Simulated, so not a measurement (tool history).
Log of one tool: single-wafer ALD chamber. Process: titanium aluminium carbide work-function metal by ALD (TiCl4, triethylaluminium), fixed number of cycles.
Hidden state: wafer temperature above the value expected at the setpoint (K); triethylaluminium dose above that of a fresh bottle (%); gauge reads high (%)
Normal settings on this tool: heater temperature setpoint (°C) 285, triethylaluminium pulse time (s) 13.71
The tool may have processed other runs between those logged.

| run | hour | heater temperature setpoint (°C) | triethylaluminium pulse time (s) | wafers since the last listed run | hours since the last thermocouple change | hours since the last triethylaluminium bottle change | hours since the showerhead was replaced | hours since the gauge calibration | read-back reference wafer on the same gauge, thickness_nm | mean film thickness on the monitor wafer (angstrom) |
|---|---|---|---|---|---|---|---|---|---|---|
| 1 | 0 | 285 | 11.05 | 0 | 646.2 | 1044.1 | 5301 | 218.6 | 2.291 | 20.65 |
| 2 | 28 | 285 | 13.71 | 247 | 674.2 | 1072.1 | 5329 | 246.6 | 2.295 | 21.15 |
| 3 | 58.8 | 285 | 13.71 | 272 | 705 | 1102.9 | 5359.8 | 277.4 | 2.293 | 20.98 |
| 4 | 84.3 | 285 | 13.71 | 225 | 730.5 | 1128.4 | 5385.3 | 302.9 | 2.292 | 21.14 |
| 5 | 117.7 | 285 | 10.43 | 295 | 763.9 | 1161.8 | 5418.7 | 336.3 | 2.295 | 20.68 |
| 6 | 149.8 | 285 | 13.71 | 283 | 796 | 1193.9 | 5450.8 | 368.4 | 2.297 | 21.2 |
| 7 | 176.4 | 285 | 13.71 | 235 | 822.6 | 1220.5 | 5477.4 | 395 | 2.299 | 21.26 |
| 8 | 200.9 | 285 | 13.71 | 216 | 847.1 | 1245 | 5501.9 | 419.5 | 2.303 | 21.05 |
| 9 | 225.2 | 285 | 13.71 | 214 | 871.4 | 1269.3 | 5526.2 | 443.8 | 2.305 | 21.09 |
| 10 | 257.4 | 285 | 13.71 | 284 | 903.6 | 1301.5 | 5558.4 | 476 | 2.304 | 21.18 |
| 11 | 287.5 | 289 | 13.71 | 266 | 933.7 | 1331.6 | 5588.5 | 506.1 | 2.315 | 21.59 |
| 12 | 308.6 | 289 | 13.71 | 186 | 954.8 | 1352.7 | 5609.6 | 527.2 | 2.312 | 21.67 |
| 13 | 342.9 | 289 | 13.71 | 303 | 989.1 | 1387 | 5643.9 | 561.5 | 2.316 | 21.55 |
|  | 362.3 | thermocouple changed; heater temperature recalibrated |
|  | 399.4 | showerhead replaced |
| 14 | 403.4 | 285 | 13.71 | 393 | 41.1 | 1447.5 | 4 | 622 | 2.327 | 21.41 |
| 15 | 420.2 | 296 | 13.71 | 148 | 57.9 | 1464.3 | 20.8 | 638.8 | 2.331 | 22.7 |
|  | 494.9 | triethylaluminium bottle replaced |
| 16 | 513.4 | 272 | 15.87 | 753 | 151.1 | 18.5 | 114 | 732 | 2.341 | 19.99 |
| 17 | 540.1 | 285 | 13.71 | 236 | 177.8 | 45.2 | 140.7 | 758.7 | 2.348 | 21.5 |
| 18 | 573.7 | 285 | 13.71 | 297 | 211.4 | 78.8 | 174.3 | 792.3 | 2.347 | 21.67 |
| 19 | 594 | 276 | 9.31 | 179 | 231.7 | 99.1 | 194.6 | 812.6 | 2.352 | 20.04 |
|  | 604.4 | gauge calibrated |
| 20 | 620.9 | 281 | 15.5 | 237 | 258.6 | 126 | 221.5 | 16.5 | 2.295 | 20.52 |
| 21 | 637.8 | 285 | 18.56 | 149 | 275.5 | 142.9 | 238.4 | 33.4 | 2.295 | 21.22 |
| 22 | 673.4 | 293 | 10.2 | 314 | 311.1 | 178.5 | 274 | 69 | 2.297 | 21.8 |
| 23 | 687.2 | 285 | 8.73 | 122 | 324.9 | 192.3 | 287.8 | 82.8 | 2.299 | 20.51 |
| 24 | 717.7 | 271 | 13.71 | 269 | 355.4 | 222.8 | 318.3 | 113.3 | 2.298 | 19.74 |
| 25 | 751.4 | 291 | 15.59 | 298 | 389.1 | 256.5 | 352 | 147 | 2.3 | 22.05 |
| 26 | 779.1 | 285 | 13.71 | 245 | 416.8 | 284.2 | 379.7 | 174.7 | 2.302 | 21.11 |
| 27 | 798.1 | 296 | 17.68 | 168 | 435.8 | 303.2 | 398.7 | 193.7 | 2.301 | 22.53 |
| 28 | 812 | 272 | 9.44 | 122 | 449.7 | 317.1 | 412.6 | 207.6 | 2.299 | 19.11 |

Consider 3 possible next runs. They are alternatives, not a sequence: every one starts from the tool as it was left by run 28. What does each give?
| A | 812.4 | 285 | 16.33 | 3 | 450.1 | 317.5 | 413 | 208 | ? | ? |
| B | 812.4 | 277 | 16.2 | 3 | 450.1 | 317.5 | 413 | 208 | ? | ? |
| C | 812.4 | 295 | 16.71 | 3 | 450.1 | 317.5 | 413 | 208 | ? | ? |

| run | read-back reference wafer on the same gauge, thickness_nm | mean film thickness on the monitor wafer (angstrom) |
|---|---|---|
| A | 2.303 | 21.05 |
| B | 2.303 | 20.17 |
| C | 2.303 | 22.17 |
Had the tool no hidden state, the same runs would have come out as:
| run | mean film thickness on the monitor wafer (angstrom) |
|---|---|
| A | 20.95 |
| B | 20.07 |
| C | 22.06 |
